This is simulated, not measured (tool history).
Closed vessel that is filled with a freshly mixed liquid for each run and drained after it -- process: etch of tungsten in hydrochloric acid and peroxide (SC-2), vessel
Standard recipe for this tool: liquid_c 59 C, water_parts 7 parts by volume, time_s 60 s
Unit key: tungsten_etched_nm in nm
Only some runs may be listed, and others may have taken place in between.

run,hour,liquid_c,water_parts,time_s,"read-back film thickness of the tungsten reference wafer, read on the same gauge (nm)",tungsten_etched_nm
1,0,56.5,7,60,80.01,40.95
2,39.3,55.5,7,60,79.95,37.35
3,67.6,54,7,35,80.04,19.79
# hour 77.3: new drum of peroxide connected
4,116.5,54,7,35,80.07,20.96
5,162.7,54,7,35,80.02,21.11
6,230.6,59,7,60,79.95,49.11
7,269.1,59,8.5,60,80.01,41.74
8,331.2,62.5,8,80,79.99,72.24
9,356.1,51,10.5,85,79.99,28.73
# hour 371.6: gauge calibrated
# hour 387: thermometer replaced
10,487.7,55,10,50,80.01,22.86
11,513.8,49.5,7,60,80.01,25.08
# hour 549.4: new drum of peroxide connected
12,561,51,7,60,79.99,29.68
13,603.2,69,6,60,79.96,103.41
# hour 621.1: chemicals flow meter replaced
14,649.2,67.5,7,70,80,96.72
15,696.4,59,7,60,80.03,49.33
16,735.1,59,7,85,80.03,69.4
17,791.2,59,7,60,79.98,48.03
18,845.5,59,10,75,80,44.4
19,900.3,52.5,7,40,79.98,21.07
20,971.8,50,8.5,90,80.02,33.73
# hour 1018.1: new drum of peroxide connected
21,1038.3,53,7,30,80.07,16.66
22,1072.3,59,9.5,75,80.03,48.66
23,1135.9,59,7,60,80,49.21
24,1160.6,59,7,60,79.96,49
25,1206.1,59,7,60,80.03,48.63
26,1251.9,59,4,35,80.02,41.73
27,1320.9,59,5.5,40,79.98,38.1
28,1352.2,59,7,95,80.05,75.33
29,1390.5,56,5,45,80.03,38.56
30,1437.3,52,7,35,80.03,17.33

Predict each of these 4 candidate next runs independently; none follows another, all start after run 30:
A,1438,59,5,60,?,?
B,1438,62,7,60,?,?
C,1438,59,9.5,50,?,?
D,1438,59,4,80,?,?

run,"read-back film thickness of the tungsten reference wafer, read on the same gauge (nm)",tungsten_etched_nm
A,80.02,59.88
B,80.02,56.06
C,80.02,30.25
D,80.02,93.3
With the hidden condition removed and each run's random variation left untouched, the same runs would have given:
run,tungsten_etched_nm
A,63.82
B,59.89
C,32.37
D,99.28

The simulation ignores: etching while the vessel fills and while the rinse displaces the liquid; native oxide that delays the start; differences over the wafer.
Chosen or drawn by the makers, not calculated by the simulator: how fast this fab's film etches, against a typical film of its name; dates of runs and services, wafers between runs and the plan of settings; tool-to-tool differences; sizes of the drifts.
